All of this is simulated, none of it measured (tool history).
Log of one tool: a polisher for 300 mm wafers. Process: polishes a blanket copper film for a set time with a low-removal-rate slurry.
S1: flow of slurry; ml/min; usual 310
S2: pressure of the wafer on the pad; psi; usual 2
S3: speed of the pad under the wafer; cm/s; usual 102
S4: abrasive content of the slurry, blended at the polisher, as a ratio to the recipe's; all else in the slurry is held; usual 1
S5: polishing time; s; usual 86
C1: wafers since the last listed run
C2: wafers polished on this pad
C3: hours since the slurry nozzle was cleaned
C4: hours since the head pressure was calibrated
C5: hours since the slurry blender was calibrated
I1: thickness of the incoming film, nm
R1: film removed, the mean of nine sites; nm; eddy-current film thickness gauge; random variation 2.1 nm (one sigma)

| run | day | S1 | S2 | S3 | S4 | S5 | C1 | C2 | C3 | C4 | C5 | I1 | R1 |
|---|---|---|---|---|---|---|---|---|---|---|---|---|---|
| 1 | 0 | 360 | 2 | 102 | 1 | 86 | 0 | 376 | 404.3 | 483.9 | 115.5 | 1363.5 | 145.7 |
| 2 | 1.388 | 360 | 2 | 102 | 1 | 86 | 236 | 613 | 437.6 | 517.2 | 148.8 | 1363.7 | 144.4 |
| 3 | 2.321 | 310 | 2 | 102 | 1 | 86 | 159 | 772 | 460 | 539.6 | 171.2 | 1359.5 | 144.6 |
| 4 | 3.321 | 310 | 2 | 130 | 1 | 86 | 170 | 942 | 484 | 563.6 | 195.2 | 1365.2 | 183.4 |
|  | 3.792 | slurry nozzle cleaned |
|  | 4 | head pressure recalibrated |
| 5 | 4.15 | 310 | 2 | 130 | 1 | 86 | 119 | 1062 | 8.6 | 3.6 | 215.1 | 1392 | 173.3 |
|  | 4.758 | worn pad replaced by a new one |
| 6 | 4.896 | 225 | 2 | 102 | 1 | 86 | 98 | 23 | 26.5 | 21.5 | 233 | 1362.3 | 124.5 |
| 7 | 6.075 | 310 | 2 | 102 | 1 | 86 | 200 | 224 | 54.8 | 49.8 | 261.3 | 1388.6 | 125.3 |
| 8 | 6.788 | 310 | 2 | 102 | 1 | 86 | 121 | 345 | 71.9 | 66.9 | 278.4 | 1369.1 | 125.3 |
| 9 | 7.512 | 310 | 2 | 102 | 1 | 86 | 123 | 469 | 89.3 | 84.3 | 295.8 | 1352.9 | 128.5 |
| 10 | 8.704 | 310 | 2 | 102 | 1 | 86 | 203 | 672 | 117.9 | 112.9 | 324.4 | 1376.2 | 124.6 |
|  | 9.9 | worn pad replaced by a new one, repeated, since the last time left the tool worse |
| 11 | 9.921 | 310 | 2 | 102 | 1 | 86 | 178 | 3 | 147.1 | 142.1 | 353.6 | 1357.8 | 145.5 |
| 12 | 13.35 | 360 | 2 | 102 | 0.9 | 86 | 584 | 587 | 229.4 | 224.4 | 435.9 | 1375 | 142.3 |
| 13 | 14.042 | 310 | 2 | 102 | 1 | 86 | 117 | 705 | 246 | 241 | 452.5 | 1360 | 142 |
| 14 | 15.183 | 310 | 2 | 102 | 1 | 86 | 194 | 899 | 273.4 | 268.4 | 479.9 | 1346 | 140.7 |
| 15 | 16.308 | 310 | 2 | 74 | 1 | 86 | 191 | 1091 | 300.4 | 295.4 | 506.9 | 1372.9 | 99.2 |
| 16 | 16.854 | 415 | 2 | 72 | 1.25 | 86 | 92 | 1184 | 313.5 | 308.5 | 520 | 1370.4 | 100.7 |
|  | 17.229 | slurry blender recalibrated |
|  | 17.242 | worn pad replaced by a new one |
| 17 | 17.508 | 365 | 2.7 | 118 | 0.75 | 86 | 94 | 45 | 329.2 | 324.2 | 6.7 | 1373.3 | 214.5 |
| 18 | 18.942 | 310 | 2 | 102 | 1 | 86 | 244 | 289 | 363.6 | 358.6 | 41.1 | 1390.5 | 147.3 |
| 19 | 19.954 | 365 | 2 | 136 | 0.9 | 76 | 172 | 461 | 387.9 | 382.9 | 65.4 | 1398.1 | 167.1 |
| 20 | 20.533 | 230 | 2 | 66 | 1.2 | 86 | 98 | 560 | 401.8 | 396.8 | 79.3 | 1365.2 | 94.3 |
| 21 | 21.579 | 275 | 2 | 102 | 1 | 86 | 178 | 738 | 426.9 | 421.9 | 104.4 | 1368.4 | 138.8 |
| 22 | 22.771 | 375 | 2 | 102 | 1 | 97 | 203 | 941 | 455.5 | 450.5 | 133 | 1372 | 159.9 |
|  | 23.788 | worn pad replaced by a new one |
| 23 | 23.838 | 310 | 2 | 102 | 0.75 | 86 | 153 | 8 | 481.1 | 476.1 | 158.6 | 1371.7 | 137.8 |
|  | 24.604 | slurry nozzle cleaned |
| 24 | 24.775 | 310 | 2.7 | 102 | 1 | 114 | 152 | 160 | 4.1 | 498.6 | 181.1 | 1391.8 | 257.5 |
|  | 25.204 | head pressure recalibrated |
| 25 | 26.012 | 245 | 1.7 | 102 | 0.8 | 86 | 196 | 357 | 33.8 | 19.4 | 210.8 | 1371.5 | 113 |
| 26 | 26.946 | 310 | 2 | 102 | 0.75 | 73 | 159 | 516 | 56.2 | 41.8 | 233.2 | 1361.6 | 112.7 |
| 27 | 27.579 | 390 | 2 | 102 | 1 | 86 | 107 | 624 | 71.4 | 57 | 248.4 | 1353.6 | 142.5 |
| 28 | 28.454 | 360 | 1.8 | 80 | 1 | 60 | 149 | 773 | 92.4 | 78 | 269.4 | 1395.4 | 71.1 |
| 29 | 29.658 | 360 | 2 | 102 | 1 | 86 | 205 | 978 | 121.3 | 106.9 | 298.3 | 1376.9 | 139.2 |

The same runs without the tool's hidden state, with the same run-to-run variation:
The hidden state here: removal rate lost through wear of the pad, %; slurry flow missing at the pad, %; deviation of the head's pressure from its setpoint, %; abrasive missing from the slurry, %.
| run | R1 |
|---|---|
| 1 | 146.7 |
| 2 | 147 |
| 3 | 148.7 |
| 4 | 191.3 |
| 5 | 183.2 |
| 6 | 141.8 |
| 7 | 143.1 |
| 8 | 143.6 |
| 9 | 148.1 |
| 10 | 145.3 |
| 11 | 145.9 |
| 12 | 145 |
| 13 | 145.7 |
| 14 | 146.5 |
| 15 | 105.3 |
| 16 | 108 |
| 17 | 215 |
| 18 | 148.2 |
| 19 | 169.1 |
| 20 | 95.9 |
| 21 | 142.6 |
| 22 | 167 |
| 23 | 138 |
| 24 | 258.2 |
| 25 | 113.9 |
| 26 | 114.4 |
| 27 | 145.5 |
| 28 | 73.3 |
| 29 | 146.1 |
